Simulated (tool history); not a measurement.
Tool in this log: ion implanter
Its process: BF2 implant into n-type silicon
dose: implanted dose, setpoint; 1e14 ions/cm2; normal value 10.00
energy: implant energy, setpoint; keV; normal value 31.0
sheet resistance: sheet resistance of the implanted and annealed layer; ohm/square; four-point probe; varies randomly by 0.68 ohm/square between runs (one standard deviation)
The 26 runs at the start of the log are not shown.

run	hour	dose	energy	wafers since the last listed run	hours since the last dose calibration	hours since the extraction supply was calibrated	hours since the gauge calibration	read-back reference wafer on the same gauge, sheet resistance	sheet resistance
27	2475.5	7.61	23.5	1046	143.5	1589.9	209.0	147.30	167.80
28	2548.9	7.67	21.0	1364	216.9	1663.3	282.4	147.01	171.31
29	2748.1	7.85	40.5	3701	416.1	1862.5	481.6	146.92	155.53
30	2809.7	12.97	37.5	1144	477.7	1924.1	543.2	146.77	106.98
31	2845.8	8.88	28.0	670	513.8	1960.2	579.3	146.71	147.00
32	2943.3	8.59	23.0	1811	611.3	2057.7	676.8	146.75	157.41
33	3007.2	12.28	42.0	1187	675.2	2121.6	740.7	147.26	107.13
34	3102.3	10.00	31.0	1767	770.3	2216.7	835.8	147.07	134.31
# hour 3202.9: Faraday cup replaced and dose calibrated
35	3236.5	7.83	31.0	2345	33.6	2350.9	970.0	147.20	156.22
36	3336.0	7.25	39.5	1849	133.1	2450.4	1069.5	147.37	163.45
37	3388.6	11.91	36.0	977	185.7	2503.0	1122.1	147.42	111.61

Predict each of these 4 candidate next runs independently; none follows another, all start after run 37:
A	3389.0	10.00	31.0	7	186.1	2503.4	1122.5	?	?
B	3389.0	11.52	28.0	7	186.1	2503.4	1122.5	?	?
C	3389.0	8.86	40.0	7	186.1	2503.4	1122.5	?	?
D	3389.0	11.54	25.5	7	186.1	2503.4	1122.5	?	?

run	read-back reference wafer on the same gauge, sheet resistance	sheet resistance
A	147.01	130.44
B	147.01	121.69
C	147.01	137.53
D	147.01	124.53
What these runs would have given with no unlogged condition in the tool:
run	sheet resistance
A	129.33
B	120.83
C	136.14
D	123.70
